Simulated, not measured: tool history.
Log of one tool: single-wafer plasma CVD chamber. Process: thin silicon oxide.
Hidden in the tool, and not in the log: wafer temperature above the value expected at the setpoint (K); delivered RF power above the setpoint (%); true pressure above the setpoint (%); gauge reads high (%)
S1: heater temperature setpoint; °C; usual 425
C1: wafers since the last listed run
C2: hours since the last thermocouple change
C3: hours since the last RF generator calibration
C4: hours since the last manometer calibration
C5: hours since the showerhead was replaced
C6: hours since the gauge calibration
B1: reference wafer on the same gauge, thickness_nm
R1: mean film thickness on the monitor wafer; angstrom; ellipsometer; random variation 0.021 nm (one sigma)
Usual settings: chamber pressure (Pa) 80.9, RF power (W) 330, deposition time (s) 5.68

run 1 hour=0.0 | S1=425 chamber_pressure_(Pa)=80.9 RF_power_(W)=330 deposition_time_(s)=5.68 | C1=0 C2=1111.2 C3=928.1 C4=2166.7 C5=5885.0 C6=724.0 | B1=7.642 | R1=79.89
run 2 hour=59.5 | S1=425 chamber_pressure_(Pa)=80.9 RF_power_(W)=330 deposition_time_(s)=5.68 | C1=1574 C2=1170.7 C3=987.6 C4=2226.2 C5=5944.5 C6=783.5 | B1=7.634 | R1=79.65
run 3 hour=100.2 | S1=425 chamber_pressure_(Pa)=91.6 RF_power_(W)=330 deposition_time_(s)=5.68 | C1=1077 C2=1211.4 C3=1028.3 C4=2266.9 C5=5985.2 C6=824.2 | B1=7.636 | R1=90.53
run 4 hour=166.6 | S1=425 chamber_pressure_(Pa)=91.6 RF_power_(W)=330 deposition_time_(s)=5.68 | C1=1757 C2=1277.8 C3=1094.7 C4=2333.3 C5=6051.6 C6=890.6 | B1=7.636 | R1=90.03
run 5 hour=201.6 | S1=425 chamber_pressure_(Pa)=80.9 RF_power_(W)=330 deposition_time_(s)=5.68 | C1=926 C2=1312.8 C3=1129.7 C4=2368.3 C5=6086.6 C6=925.6 | B1=7.638 | R1=79.50
run 6 hour=237.3 | S1=425 chamber_pressure_(Pa)=71.9 RF_power_(W)=330 deposition_time_(s)=5.68 | C1=944 C2=1348.5 C3=1165.4 C4=2404.0 C5=6122.3 C6=961.3 | B1=7.635 | R1=70.45
-- hour=244.6 gauge calibrated
run 7 hour=268.3 | S1=425 chamber_pressure_(Pa)=71.9 RF_power_(W)=330 deposition_time_(s)=5.68 | C1=820 C2=1379.5 C3=1196.4 C4=2435.0 C5=6153.3 C6=23.7 | B1=7.634 | R1=70.23
-- hour=281.6 RF generator calibrated
-- hour=334.2 capacitance manometer re-zeroed and calibrated
run 8 hour=334.7 | S1=425 chamber_pressure_(Pa)=71.9 RF_power_(W)=330 deposition_time_(s)=5.68 | C1=1333 C2=1445.9 C3=53.1 C4=0.5 C5=6219.7 C6=90.1 | B1=7.643 | R1=73.04
run 9 hour=360.5 | S1=425 chamber_pressure_(Pa)=80.9 RF_power_(W)=330 deposition_time_(s)=5.68 | C1=682 C2=1471.7 C3=78.9 C4=26.3 C5=6245.5 C6=115.9 | B1=7.641 | R1=82.65
run 10 hour=387.6 | S1=420 chamber_pressure_(Pa)=80.9 RF_power_(W)=265 deposition_time_(s)=5.68 | C1=717 C2=1498.8 C3=106.0 C4=53.4 C5=6272.6 C6=143.0 | B1=7.635 | R1=69.39
run 11 hour=443.7 | S1=425 chamber_pressure_(Pa)=80.9 RF_power_(W)=285 deposition_time_(s)=5.25 | C1=1484 C2=1554.9 C3=162.1 C4=109.5 C5=6328.7 C6=199.1 | B1=7.635 | R1=68.08
run 12 hour=509.9 | S1=440 chamber_pressure_(Pa)=80.9 RF_power_(W)=330 deposition_time_(s)=5.68 | C1=1752 C2=1621.1 C3=228.3 C4=175.7 C5=6394.9 C6=265.3 | B1=7.632 | R1=81.84
run 13 hour=575.7 | S1=425 chamber_pressure_(Pa)=80.9 RF_power_(W)=330 deposition_time_(s)=5.26 | C1=1741 C2=1686.9 C3=294.1 C4=241.5 C5=6460.7 C6=331.1 | B1=7.637 | R1=76.31
run 14 hour=608.4 | S1=425 chamber_pressure_(Pa)=80.9 RF_power_(W)=330 deposition_time_(s)=4.87 | C1=865 C2=1719.6 C3=326.8 C4=274.2 C5=6493.4 C6=363.8 | B1=7.636 | R1=70.62
run 15 hour=658.5 | S1=430 chamber_pressure_(Pa)=80.9 RF_power_(W)=330 deposition_time_(s)=6.12 | C1=1325 C2=1769.7 C3=376.9 C4=324.3 C5=6543.5 C6=413.9 | B1=7.640 | R1=88.40
run 16 hour=688.2 | S1=431 chamber_pressure_(Pa)=80.9 RF_power_(W)=370 deposition_time_(s)=5.35 | C1=786 C2=1799.4 C3=406.6 C4=354.0 C5=6573.2 C6=443.6 | B1=7.641 | R1=82.58
run 17 hour=734.8 | S1=417 chamber_pressure_(Pa)=75.2 RF_power_(W)=365 deposition_time_(s)=5.24 | C1=1233 C2=1846.0 C3=453.2 C4=400.6 C5=6619.8 C6=490.2 | B1=7.639 | R1=75.07
-- hour=753.0 thermocouple changed; heater temperature recalibrated
run 18 hour=773.7 | S1=418 chamber_pressure_(Pa)=80.9 RF_power_(W)=330 deposition_time_(s)=5.68 | C1=817 C2=20.7 C3=492.1 C4=439.5 C5=6658.7 C6=529.1 | B1=7.637 | R1=82.33
-- hour=820.9 showerhead replaced
run 19 hour=821.4 | S1=421 chamber_pressure_(Pa)=80.9 RF_power_(W)=295 deposition_time_(s)=5.68 | C1=1050 C2=68.4 C3=539.8 C4=487.2 C5=0.5 C6=576.8 | B1=7.638 | R1=75.56
run 20 hour=844.0 | S1=425 chamber_pressure_(Pa)=80.9 RF_power_(W)=330 deposition_time_(s)=5.68 | C1=598 C2=91.0 C3=562.4 C4=509.8 C5=23.1 C6=599.4 | B1=7.642 | R1=81.60
run 21 hour=884.0 | S1=425 chamber_pressure_(Pa)=80.9 RF_power_(W)=330 deposition_time_(s)=5.68 | C1=1058 C2=131.0 C3=602.4 C4=549.8 C5=63.1 C6=639.4 | B1=7.639 | R1=81.54
run 22 hour=947.4 | S1=425 chamber_pressure_(Pa)=80.9 RF_power_(W)=330 deposition_time_(s)=4.95 | C1=1677 C2=194.4 C3=665.8 C4=613.2 C5=126.5 C6=702.8 | B1=7.639 | R1=70.99
run 23 hour=1032.8 | S1=425 chamber_pressure_(Pa)=80.9 RF_power_(W)=330 deposition_time_(s)=5.68 | C1=2260 C2=279.8 C3=751.2 C4=698.6 C5=211.9 C6=788.2 | B1=7.636 | R1=81.42
run 24 hour=1061.3 | S1=425 chamber_pressure_(Pa)=80.9 RF_power_(W)=330 deposition_time_(s)=5.68 | C1=754 C2=308.3 C3=779.7 C4=727.1 C5=240.4 C6=816.7 | B1=7.642 | R1=81.30
run 25 hour=1108.9 | S1=425 chamber_pressure_(Pa)=80.9 RF_power_(W)=330 deposition_time_(s)=4.75 | C1=1259 C2=355.9 C3=827.3 C4=774.7 C5=288.0 C6=864.3 | B1=7.642 | R1=68.13
run 26 hour=1162.6 | S1=425 chamber_pressure_(Pa)=80.9 RF_power_(W)=330 deposition_time_(s)=6.29 | C1=1421 C2=409.6 C3=881.0 C4=828.4 C5=341.7 C6=918.0 | B1=7.636 | R1=90.17
run 27 hour=1214.9 | S1=436 chamber_pressure_(Pa)=70.7 RF_power_(W)=330 deposition_time_(s)=5.68 | C1=1384 C2=461.9 C3=933.3 C4=880.7 C5=394.0 C6=970.3 | B1=7.635 | R1=70.37
run 28 hour=1249.7 | S1=433 chamber_pressure_(Pa)=80.9 RF_power_(W)=330 deposition_time_(s)=5.68 | C1=921 C2=496.7 C3=968.1 C4=915.5 C5=428.8 C6=1005.1 | B1=7.635 | R1=80.62

5 ways to go on from here, each from the tool as it stands after run 28. What would each give?
run A hour=1250.1 | S1=425 chamber_pressure_(Pa)=91.1 RF_power_(W)=330 deposition_time_(s)=5.68 | C1=10 C2=497.1 C3=968.5 C4=915.9 C5=429.2 C6=1005.5 | B1=? | R1=?
run B hour=1250.1 | S1=440 chamber_pressure_(Pa)=80.9 RF_power_(W)=385 deposition_time_(s)=5.68 | C1=10 C2=497.1 C3=968.5 C4=915.9 C5=429.2 C6=1005.5 | B1=? | R1=?
run C hour=1250.1 | S1=425 chamber_pressure_(Pa)=74.3 RF_power_(W)=330 deposition_time_(s)=6.30 | C1=10 C2=497.1 C3=968.5 C4=915.9 C5=429.2 C6=1005.5 | B1=? | R1=?
run D hour=1250.1 | S1=425 chamber_pressure_(Pa)=80.9 RF_power_(W)=350 deposition_time_(s)=6.38 | C1=10 C2=497.1 C3=968.5 C4=915.9 C5=429.2 C6=1005.5 | B1=? | R1=?
run E hour=1250.1 | S1=434 chamber_pressure_(Pa)=80.9 RF_power_(W)=285 deposition_time_(s)=5.68 | C1=10 C2=497.1 C3=968.5 C4=915.9 C5=429.2 C6=1005.5 | B1=? | R1=?

run=A B1=7.638 R1=91.30
run=B B1=7.638 R1=87.97
run=C B1=7.638 R1=82.40
run=D B1=7.638 R1=94.61
run=E B1=7.638 R1=72.17
Without the tool's hidden state the same runs would have given:
run=A R1=93.04
run=B R1=89.64
run=C R1=84.03
run=D R1=96.41
run=E R1=73.54
